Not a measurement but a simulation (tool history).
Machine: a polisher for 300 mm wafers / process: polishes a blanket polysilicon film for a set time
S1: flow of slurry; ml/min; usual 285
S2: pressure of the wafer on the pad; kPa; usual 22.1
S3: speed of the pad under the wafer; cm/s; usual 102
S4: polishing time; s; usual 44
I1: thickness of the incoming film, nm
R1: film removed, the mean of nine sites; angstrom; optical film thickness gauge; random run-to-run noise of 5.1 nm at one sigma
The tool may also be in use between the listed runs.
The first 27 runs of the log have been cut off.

Run 28, hour 361.1: usual settings but S2 16.5 kPa; I1 1185.7. Result: R1 2840 angstrom.
Run 29, hour 376.9: usual settings but S1 345 ml/min, S3 130 cm/s; I1 1173.5. Result: R1 4472 angstrom.
Run 30, hour 387.7: usual settings but S1 330 ml/min, S3 68 cm/s, S4 50 s; I1 1187.8. Result: R1 3429 angstrom.
Run 31, hour 398.8: usual settings; I1 1172.7. Result: R1 3618 angstrom.
At hour 405.4: worn pad replaced by a new one.
Run 32, hour 410.9: usual settings but S1 220 ml/min, S2 28.3 kPa, S3 70 cm/s, S4 55 s; I1 1192.8. Result: R1 4894 angstrom.
Run 33, hour 420.8: usual settings but S3 114 cm/s, S4 33 s; I1 1178.9. Result: R1 3112 angstrom.
Run 34, hour 436.8: usual settings but S1 345 ml/min, S3 84 cm/s, S4 34 s; I1 1186.7. Result: R1 2749 angstrom.
Run 35, hour 451.5: usual settings but S2 27.6 kPa, S3 136 cm/s; I1 1171.1. Result: R1 5685 angstrom.
Run 36, hour 466.1: usual settings but S2 28.3 kPa, S3 66 cm/s, S4 35 s; I1 1165.0. Result: R1 3032 angstrom.

Below are 5 alternative next runs, each starting from the tool's condition after run 36. Predict each:
Run A, hour 466.5: usual settings; I1 1181.9. Result: R1 ?.
Run B, hour 466.5: usual settings but S2 19.3 kPa, S4 49 s; I1 1181.9. Result: R1 ?.
Run C, hour 466.5: usual settings but S1 320 ml/min; I1 1181.9. Result: R1 ?.
Run D, hour 466.5: usual settings but S1 375 ml/min; I1 1181.9. Result: R1 ?.
Run E, hour 466.5: usual settings but S1 370 ml/min, S2 28.3 kPa, S4 48 s; I1 1181.9. Result: R1 ?.

run    R1
  A  3772
  B  3676
  C  3830
  D  3900
  E  5443
The same runs, with their run-to-run variation unchanged, on a tool lacking any hidden condition would have given:
run    R1
  A  4062
  B  3958
  C  4106
  D  4159
  E  5808

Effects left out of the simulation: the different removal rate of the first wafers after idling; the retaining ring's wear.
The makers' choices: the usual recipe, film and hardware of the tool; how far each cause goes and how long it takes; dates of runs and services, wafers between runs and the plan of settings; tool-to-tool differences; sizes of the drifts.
